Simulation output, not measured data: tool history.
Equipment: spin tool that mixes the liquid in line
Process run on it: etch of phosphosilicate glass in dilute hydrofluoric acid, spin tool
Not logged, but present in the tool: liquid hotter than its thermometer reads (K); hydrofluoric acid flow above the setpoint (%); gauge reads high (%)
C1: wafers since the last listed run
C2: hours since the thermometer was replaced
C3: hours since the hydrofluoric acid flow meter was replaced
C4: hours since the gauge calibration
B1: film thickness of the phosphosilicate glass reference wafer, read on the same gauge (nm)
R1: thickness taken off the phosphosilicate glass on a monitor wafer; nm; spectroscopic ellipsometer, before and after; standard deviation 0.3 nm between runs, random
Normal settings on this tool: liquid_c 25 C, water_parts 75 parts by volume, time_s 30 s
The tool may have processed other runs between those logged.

Run 1, hour 0: usual settings; C1 0; C2 2086.9; C3 880.9; C4 197.2; B1 119.98. Result: R1 96.38 nm.
Run 2, hour 7: usual settings; C1 77; C2 2093.9; C3 887.9; C4 204.2; B1 120.02. Result: R1 96.4 nm.
Run 3, hour 18.2: usual settings; C1 124; C2 2105.1; C3 899.1; C4 215.4; B1 120. Result: R1 96.48 nm.
Run 4, hour 28.7: usual settings; C1 116; C2 2115.6; C3 909.6; C4 225.9; B1 119.99. Result: R1 96.66 nm.
Run 5, hour 39.2: usual settings; C1 116; C2 2126.1; C3 920.1; C4 236.4; B1 120.01. Result: R1 96.72 nm.
Run 6, hour 56.4: usual settings; C1 191; C2 2143.3; C3 937.3; C4 253.6; B1 120.02. Result: R1 96.65 nm.
Run 7, hour 67: usual settings; C1 117; C2 2153.9; C3 947.9; C4 264.2; B1 120.02. Result: R1 96.8 nm.
Run 8, hour 76.3: usual settings; C1 103; C2 2163.2; C3 957.2; C4 273.5; B1 120. Result: R1 96.8 nm.
Run 9, hour 88.2: usual settings; C1 132; C2 2175.1; C3 969.1; C4 285.4; B1 120.01. Result: R1 96.66 nm.
Run 10, hour 101.4: usual settings; C1 146; C2 2188.3; C3 982.3; C4 298.6; B1 120.01. Result: R1 97.02 nm.
At hour 112.2: thermometer replaced.
Run 11, hour 124.6: usual settings; C1 246; C2 12.4; C3 1005.5; C4 321.8; B1 120.02. Result: R1 88.57 nm.
At hour 131.7: gauge calibrated.
Run 12, hour 141.2: usual settings; C1 184; C2 29; C3 1022.1; C4 9.5; B1 119.98. Result: R1 88.62 nm.
Run 13, hour 149: usual settings; C1 86; C2 36.8; C3 1029.9; C4 17.3; B1 119.96. Result: R1 88.64 nm.
Run 14, hour 163: usual settings but liquid_c 28.5 C, water_parts 100 parts by volume; C1 155; C2 50.8; C3 1043.9; C4 31.3; B1 120.04. Result: R1 74.1 nm.
Run 15, hour 173.9: usual settings but time_s 50 s; C1 121; C2 61.7; C3 1054.8; C4 42.2; B1 119.99. Result: R1 148.42 nm.
Run 16, hour 188.3: usual settings but liquid_c 28.5 C, water_parts 35 parts by volume, time_s 40 s; C1 160; C2 76.1; C3 1069.2; C4 56.6; B1 119.99. Result: R1 307.89 nm.
Run 17, hour 205.4: usual settings but liquid_c 21.5 C, water_parts 85 parts by volume, time_s 20 s; C1 190; C2 93.2; C3 1086.3; C4 73.7; B1 119.97. Result: R1 44.74 nm.
Run 18, hour 218.3: usual settings but liquid_c 22 C, water_parts 65 parts by volume, time_s 50 s; C1 143; C2 106.1; C3 1099.2; C4 86.6; B1 119.99. Result: R1 153.22 nm.
Run 19, hour 230.1: usual settings but liquid_c 30 C, water_parts 110 parts by volume; C1 131; C2 117.9; C3 1111; C4 98.4; B1 119.98. Result: R1 70.22 nm.
Run 20, hour 236.9: usual settings but liquid_c 30 C, water_parts 110 parts by volume, time_s 20 s; C1 75; C2 124.7; C3 1117.8; C4 105.2; B1 119.99. Result: R1 47.02 nm.
Run 21, hour 246.2: usual settings but liquid_c 29.5 C, water_parts 95 parts by volume, time_s 45 s; C1 103; C2 134; C3 1127.1; C4 114.5; B1 120. Result: R1 122.54 nm.
At hour 260.3: hydrofluoric acid flow meter replaced.
Run 22, hour 261.9: usual settings but liquid_c 20 C, water_parts 45 parts by volume, time_s 45 s; C1 163; C2 149.7; C3 1.6; C4 130.2; B1 119.98. Result: R1 189.12 nm.
Run 23, hour 274.7: usual settings but liquid_c 29.5 C, water_parts 100 parts by volume, time_s 20 s; C1 142; C2 162.5; C3 14.4; C4 143; B1 120.02. Result: R1 51.27 nm.
Run 24, hour 282.6: usual settings; C1 87; C2 170.4; C3 22.3; C4 150.9; B1 119.98. Result: R1 89.02 nm.
Run 25, hour 289.4: usual settings but liquid_c 20 C, water_parts 45 parts by volume, time_s 45 s; C1 75; C2 177.2; C3 29.1; C4 157.7; B1 120. Result: R1 188.08 nm.
Run 26, hour 306.6: usual settings but liquid_c 21.5 C, time_s 45 s; C1 191; C2 194.4; C3 46.3; C4 174.9; B1 120.01. Result: R1 115.45 nm.
Run 27, hour 316.5: usual settings; C1 110; C2 204.3; C3 56.2; C4 184.8; B1 120.02. Result: R1 89.27 nm.
Run 28, hour 331.9: usual settings but water_parts 40 parts by volume, time_s 40 s; C1 171; C2 219.7; C3 71.6; C4 200.2; B1 119.99. Result: R1 233.51 nm.

Below, some changes in R1 between adjacent runs. For each, the amount present without the hidden state too (settings, incoming material, random variation) and the amount remaining for the hidden state with gauge scatter not shared by both compared results:
Run 10 -> 11: thermometer replaced. R1 -8.45 nm: hidden state -8.2, all else -0.25.
Run 15 -> 16: liquid_c 25 -> 28.5, water_parts 75 -> 35, time_s 50 -> 40. R1 +159.47 nm: hidden state +0.71, all else +158.76.
Run 16 -> 17: liquid_c 28.5 -> 21.5, water_parts 35 -> 85, time_s 40 -> 20. R1 -263.15 nm: hidden state -1.02, all else -262.13.
Run 27 -> 28: water_parts 75 -> 40, time_s 30 -> 40. R1 +144.24 nm: hidden state +1.58, all else +142.66.
